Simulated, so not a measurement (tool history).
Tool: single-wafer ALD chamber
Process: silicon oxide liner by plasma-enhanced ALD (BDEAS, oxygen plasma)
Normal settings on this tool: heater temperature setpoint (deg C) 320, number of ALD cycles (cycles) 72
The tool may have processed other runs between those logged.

run	hour	heater temperature setpoint (deg C)	number of ALD cycles (cycles)	wafers since the last listed run	hours since the last thermocouple change	hours since the gauge calibration	read-back reference wafer on the same gauge, thickness_nm	mean film thickness on the monitor wafer (angstrom)
1	0	315	72	0	829	1321.2	6.925	66.4
2	41.6	315	72	176	870.6	1362.8	6.929	66.44
3	112.5	320	72	299	941.5	1433.7	6.928	66.13
4	164.3	320	72	219	993.3	1485.5	6.928	66.27
5	288.5	320	72	525	1117.5	1609.7	6.936	66.07
6	341	320	72	222	1170	1662.2	6.927	66.14
7	651.4	320	68	1313	1480.4	1972.6	6.931	62.02
8	726.8	320	68	319	1555.8	2048	6.925	62.47
9	810.1	320	68	352	1639.1	2131.3	6.926	62.31
# hour 910.9: thermocouple changed; heater temperature recalibrated
10	917.2	320	72	419	6.3	2238.4	6.928	65.89
# hour 967.8: gauge calibrated
11	1000.3	320	72	351	89.4	32.5	6.933	66.19
12	1080	320	72	337	169.1	112.2	6.933	66.03
13	1158.2	320	72	330	247.3	190.4	6.927	65.76
14	1248	312	58	379	337.1	280.2	6.929	53.73
15	1298.1	320	72	211	387.2	330.3	6.93	65.89
16	1402.8	333	83	442	491.9	435	6.93	74.61
17	1440.3	320	72	158	529.4	472.5	6.926	65.99
18	1520.1	325	78	337	609.2	552.3	6.931	70.76
19	1566.7	329	59	197	655.8	598.9	6.929	53.27
20	1647.2	334	65	340	736.3	679.4	6.931	58.33
21	1730.3	328	68	351	819.4	762.5	6.935	61.6
22	1771.5	305	72	174	860.6	803.7	6.939	67.1
23	1817.1	329	72	192	906.2	849.3	6.931	65.32

For each entry between runs, how does the tool's hidden state at the last listed run before it compare with that at the first listed run after it?
From run 9 to run 10: thermocouple changed; heater temperature recalibrated (hour 910.9)
  the hidden state is the same at both runs
From run 10 to run 11: gauge calibrated (hour 967.8)
  the hidden state is the same at both runs

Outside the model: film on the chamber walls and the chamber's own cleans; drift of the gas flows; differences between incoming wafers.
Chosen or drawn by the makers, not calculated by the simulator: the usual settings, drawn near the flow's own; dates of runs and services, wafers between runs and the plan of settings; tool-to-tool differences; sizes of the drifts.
